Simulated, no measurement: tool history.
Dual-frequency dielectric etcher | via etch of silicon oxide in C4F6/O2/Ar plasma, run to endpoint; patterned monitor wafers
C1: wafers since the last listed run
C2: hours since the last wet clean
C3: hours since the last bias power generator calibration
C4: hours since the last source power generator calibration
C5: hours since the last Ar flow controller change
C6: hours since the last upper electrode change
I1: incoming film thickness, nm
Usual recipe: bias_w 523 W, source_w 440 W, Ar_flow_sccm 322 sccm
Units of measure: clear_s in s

run 1 hour=0.0 | bias_w=523 source_w=440 Ar_flow_sccm=322 | C1=0 C2=374.1 C3=2540.4 C4=1823.4 C5=1991.4 C6=3528.1 | I1=126.3 | clear_s=27.4
run 2 hour=9.5 | bias_w=523 source_w=440 Ar_flow_sccm=322 | C1=87 C2=383.6 C3=2549.9 C4=1832.9 C5=2000.9 C6=3537.6 | I1=128.2 | clear_s=28.2
run 3 hour=22.0 | bias_w=523 source_w=440 Ar_flow_sccm=322 | C1=114 C2=396.1 C3=2562.4 C4=1845.4 C5=2013.4 C6=3550.1 | I1=127.4 | clear_s=27.8
run 4 hour=32.8 | bias_w=523 source_w=440 Ar_flow_sccm=291 | C1=99 C2=406.9 C3=2573.2 C4=1856.2 C5=2024.2 C6=3560.9 | I1=126.1 | clear_s=27.4
run 5 hour=47.6 | bias_w=523 source_w=440 Ar_flow_sccm=291 | C1=135 C2=421.7 C3=2588.0 C4=1871.0 C5=2039.0 C6=3575.7 | I1=127.1 | clear_s=27.4
run 6 hour=58.3 | bias_w=523 source_w=440 Ar_flow_sccm=367 | C1=98 C2=432.4 C3=2598.7 C4=1881.7 C5=2049.7 C6=3586.4 | I1=126.1 | clear_s=27.9
run 7 hour=68.7 | bias_w=523 source_w=440 Ar_flow_sccm=367 | C1=95 C2=442.8 C3=2609.1 C4=1892.1 C5=2060.1 C6=3596.8 | I1=127.5 | clear_s=28.2
run 8 hour=82.1 | bias_w=523 source_w=440 Ar_flow_sccm=322 | C1=123 C2=456.2 C3=2622.5 C4=1905.5 C5=2073.5 C6=3610.2 | I1=126.5 | clear_s=27.7
run 9 hour=98.0 | bias_w=523 source_w=440 Ar_flow_sccm=322 | C1=145 C2=472.1 C3=2638.4 C4=1921.4 C5=2089.4 C6=3626.1 | I1=127.3 | clear_s=28.1
run 10 hour=104.5 | bias_w=523 source_w=440 Ar_flow_sccm=369 | C1=59 C2=478.6 C3=2644.9 C4=1927.9 C5=2095.9 C6=3632.6 | I1=127.7 | clear_s=28.3
run 11 hour=114.8 | bias_w=523 source_w=440 Ar_flow_sccm=369 | C1=94 C2=488.9 C3=2655.2 C4=1938.2 C5=2106.2 C6=3642.9 | I1=126.0 | clear_s=28.0
-- hour=140.6 bias power generator calibrated
run 12 hour=141.1 | bias_w=523 source_w=350 Ar_flow_sccm=376 | C1=204 C2=515.2 C3=0.5 C4=1964.5 C5=2132.5 C6=3669.2 | I1=125.8 | clear_s=29.4
run 13 hour=152.0 | bias_w=523 source_w=350 Ar_flow_sccm=376 | C1=100 C2=526.1 C3=11.4 C4=1975.4 C5=2143.4 C6=3680.1 | I1=127.5 | clear_s=30.2
-- hour=157.6 source power generator calibrated
run 14 hour=163.4 | bias_w=523 source_w=440 Ar_flow_sccm=322 | C1=67 C2=537.5 C3=22.8 C4=5.8 C5=2154.8 C6=3691.5 | I1=126.7 | clear_s=27.7
-- hour=188.4 wet clean of the chamber
run 15 hour=188.9 | bias_w=523 source_w=440 Ar_flow_sccm=322 | C1=13 C2=0.5 C3=48.3 C4=31.3 C5=2180.3 C6=3717.0 | I1=125.3 | clear_s=26.6
-- hour=216.4 Ar flow controller replaced
-- hour=225.6 upper electrode replaced
run 16 hour=229.7 | bias_w=523 source_w=440 Ar_flow_sccm=322 | C1=235 C2=41.3 C3=89.1 C4=72.1 C5=13.3 C6=4.1 | I1=127.0 | clear_s=27.0
run 17 hour=240.1 | bias_w=463 source_w=360 Ar_flow_sccm=275 | C1=95 C2=51.7 C3=99.5 C4=82.5 C5=23.7 C6=14.5 | I1=126.7 | clear_s=30.1
run 18 hour=252.4 | bias_w=523 source_w=440 Ar_flow_sccm=322 | C1=112 C2=64.0 C3=111.8 C4=94.8 C5=36.0 C6=26.8 | I1=128.2 | clear_s=27.5
run 19 hour=261.2 | bias_w=434 source_w=490 Ar_flow_sccm=267 | C1=80 C2=72.8 C3=120.6 C4=103.6 C5=44.8 C6=35.6 | I1=126.1 | clear_s=28.7
run 20 hour=274.5 | bias_w=523 source_w=440 Ar_flow_sccm=390 | C1=122 C2=86.1 C3=133.9 C4=116.9 C5=58.1 C6=48.9 | I1=128.0 | clear_s=27.6
run 21 hour=285.8 | bias_w=409 source_w=500 Ar_flow_sccm=244 | C1=103 C2=97.4 C3=145.2 C4=128.2 C5=69.4 C6=60.2 | I1=128.5 | clear_s=30.3
run 22 hour=300.3 | bias_w=565 source_w=360 Ar_flow_sccm=274 | C1=133 C2=111.9 C3=159.7 C4=142.7 C5=83.9 C6=74.7 | I1=126.7 | clear_s=26.8
run 23 hour=318.3 | bias_w=565 source_w=360 Ar_flow_sccm=274 | C1=165 C2=129.9 C3=177.7 C4=160.7 C5=101.9 C6=92.7 | I1=127.0 | clear_s=26.9
run 24 hour=371.7 | bias_w=575 source_w=440 Ar_flow_sccm=299 | C1=490 C2=183.3 C3=231.1 C4=214.1 C5=155.3 C6=146.1 | I1=127.8 | clear_s=25.8
run 25 hour=387.5 | bias_w=642 source_w=540 Ar_flow_sccm=357 | C1=145 C2=199.1 C3=246.9 C4=229.9 C5=171.1 C6=161.9 | I1=126.3 | clear_s=23.2
run 26 hour=394.3 | bias_w=523 source_w=380 Ar_flow_sccm=322 | C1=62 C2=205.9 C3=253.7 C4=236.7 C5=177.9 C6=168.7 | I1=127.1 | clear_s=28.4
run 27 hour=404.0 | bias_w=624 source_w=440 Ar_flow_sccm=322 | C1=89 C2=215.6 C3=263.4 C4=246.4 C5=187.6 C6=178.4 | I1=126.8 | clear_s=24.6

Alternative continuations, all from the tool just after run 27; predict every row:
run A hour=404.4 | bias_w=586 source_w=440 Ar_flow_sccm=322 | C1=3 C2=216.0 C3=263.8 C4=246.8 C5=188.0 C6=178.8 | I1=127.7 | clear_s=?
run B hour=404.4 | bias_w=523 source_w=440 Ar_flow_sccm=261 | C1=3 C2=216.0 C3=263.8 C4=246.8 C5=188.0 C6=178.8 | I1=127.7 | clear_s=?
run C hour=404.4 | bias_w=523 source_w=440 Ar_flow_sccm=260 | C1=3 C2=216.0 C3=263.8 C4=246.8 C5=188.0 C6=178.8 | I1=127.7 | clear_s=?

run=A clear_s=25.9
run=B clear_s=27.1
run=C clear_s=27.1
Stripped of hidden state, with their random variation kept, the same runs would have yielded:
run=A clear_s=25.6
run=B clear_s=26.8
run=C clear_s=26.8
